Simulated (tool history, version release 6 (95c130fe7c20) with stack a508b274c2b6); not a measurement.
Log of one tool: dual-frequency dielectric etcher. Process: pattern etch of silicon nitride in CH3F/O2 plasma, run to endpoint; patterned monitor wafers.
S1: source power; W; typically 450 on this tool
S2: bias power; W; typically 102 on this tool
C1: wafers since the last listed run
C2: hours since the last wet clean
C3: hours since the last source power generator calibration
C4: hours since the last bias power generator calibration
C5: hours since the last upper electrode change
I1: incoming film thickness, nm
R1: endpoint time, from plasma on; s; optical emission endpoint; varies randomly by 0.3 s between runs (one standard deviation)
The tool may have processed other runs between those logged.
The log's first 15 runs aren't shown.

Run 16, hour 339.8: usual settings; C1 92; C2 146.4; C3 122.1; C4 137; C5 164.9; I1 96.8. Result: R1 94.9 s.
Run 17, hour 375: usual settings but S2 124 W; C1 156; C2 181.6; C3 157.3; C4 172.2; C5 200.1; I1 97.5. Result: R1 89.6 s.
Run 18, hour 395.3: usual settings; C1 90; C2 201.9; C3 177.6; C4 192.5; C5 220.4; I1 96.2. Result: R1 94.2 s.
Run 19, hour 426.4: usual settings; C1 137; C2 233; C3 208.7; C4 223.6; C5 251.5; I1 96.3. Result: R1 92.9 s.
Run 20, hour 462: usual settings but S1 340 W; C1 157; C2 268.6; C3 244.3; C4 259.2; C5 287.1; I1 96.6. Result: R1 98.1 s.
Run 21, hour 488.9: usual settings; C1 119; C2 295.5; C3 271.2; C4 286.1; C5 314; I1 96.9. Result: R1 94.2 s.
Run 22, hour 519.8: usual settings; C1 137; C2 326.4; C3 302.1; C4 317; C5 344.9; I1 95.2. Result: R1 92.3 s.
Run 23, hour 548.1: usual settings but S1 350 W, S2 121 W; C1 125; C2 354.7; C3 330.4; C4 345.3; C5 373.2; I1 96.4. Result: R1 92.1 s.
Run 24, hour 565.1: usual settings but S1 390 W, S2 92 W; C1 75; C2 371.7; C3 347.4; C4 362.3; C5 390.2; I1 96.4. Result: R1 98.1 s.
Run 25, hour 579.2: usual settings but S1 530 W, S2 82 W; C1 62; C2 385.8; C3 361.5; C4 376.4; C5 404.3; I1 95.6. Result: R1 94.4 s.
Run 26, hour 594.5: usual settings but S1 380 W, S2 125 W; C1 67; C2 401.1; C3 376.8; C4 391.7; C5 419.6; I1 97. Result: R1 90.7 s.
Run 27, hour 629: usual settings but S1 550 W; C1 153; C2 435.6; C3 411.3; C4 426.2; C5 454.1; I1 96.5. Result: R1 89.3 s.
At hour 687.6: wet clean of the chamber.
Run 28, hour 692.1: usual settings; C1 173; C2 4.5; C3 474.4; C4 489.3; C5 517.2; I1 96.6. Result: R1 95.1 s.
Run 29, hour 708.3: usual settings but S2 78 W; C1 71; C2 20.7; C3 490.6; C4 505.5; C5 533.4; I1 97.1. Result: R1 102.4 s.
Run 30, hour 725.3: usual settings; C1 75; C2 37.7; C3 507.6; C4 522.5; C5 550.4; I1 96.8. Result: R1 94.9 s.
Run 31, hour 745.4: usual settings but S1 510 W, S2 77 W; C1 89; C2 57.8; C3 527.7; C4 542.6; C5 570.5; I1 96.4. Result: R1 99.1 s.
Run 32, hour 769: usual settings; C1 104; C2 81.4; C3 551.3; C4 566.2; C5 594.1; I1 97. Result: R1 95.3 s.
Run 33, hour 848.8: usual settings but S1 340 W, S2 89 W; C1 354; C2 161.2; C3 631.1; C4 646; C5 673.9; I1 96.1. Result: R1 102 s.
Run 34, hour 868.1: usual settings but S1 520 W, S2 127 W; C1 85; C2 180.5; C3 650.4; C4 665.3; C5 693.2; I1 96.5. Result: R1 85.9 s.
Run 35, hour 897.1: usual settings but S2 87 W; C1 128; C2 209.5; C3 679.4; C4 694.3; C5 722.2; I1 96.4. Result: R1 97.9 s.

Alternative continuations, all from the tool just after run 35; predict every row:
Run A, hour 897.6: usual settings; C1 2; C2 210; C3 679.9; C4 694.8; C5 722.7; I1 96.9. Result: R1 ?.
Run B, hour 897.6: usual settings but S1 550 W, S2 112 W; C1 2; C2 210; C3 679.9; C4 694.8; C5 722.7; I1 96.9. Result: R1 ?.
Run C, hour 897.6: usual settings but S2 123 W; C1 2; C2 210; C3 679.9; C4 694.8; C5 722.7; I1 96.9. Result: R1 ?.
Run D, hour 897.6: usual settings but S1 520 W; C1 2; C2 210; C3 679.9; C4 694.8; C5 722.7; I1 96.9. Result: R1 ?.

run    R1
  A  94.9
  B  88.9
  C  89.9
  D  92.3
Without the tool's unlogged condition, the same runs would have read:
run    R1
  A    96
  B    90
  C    91
  D  93.4

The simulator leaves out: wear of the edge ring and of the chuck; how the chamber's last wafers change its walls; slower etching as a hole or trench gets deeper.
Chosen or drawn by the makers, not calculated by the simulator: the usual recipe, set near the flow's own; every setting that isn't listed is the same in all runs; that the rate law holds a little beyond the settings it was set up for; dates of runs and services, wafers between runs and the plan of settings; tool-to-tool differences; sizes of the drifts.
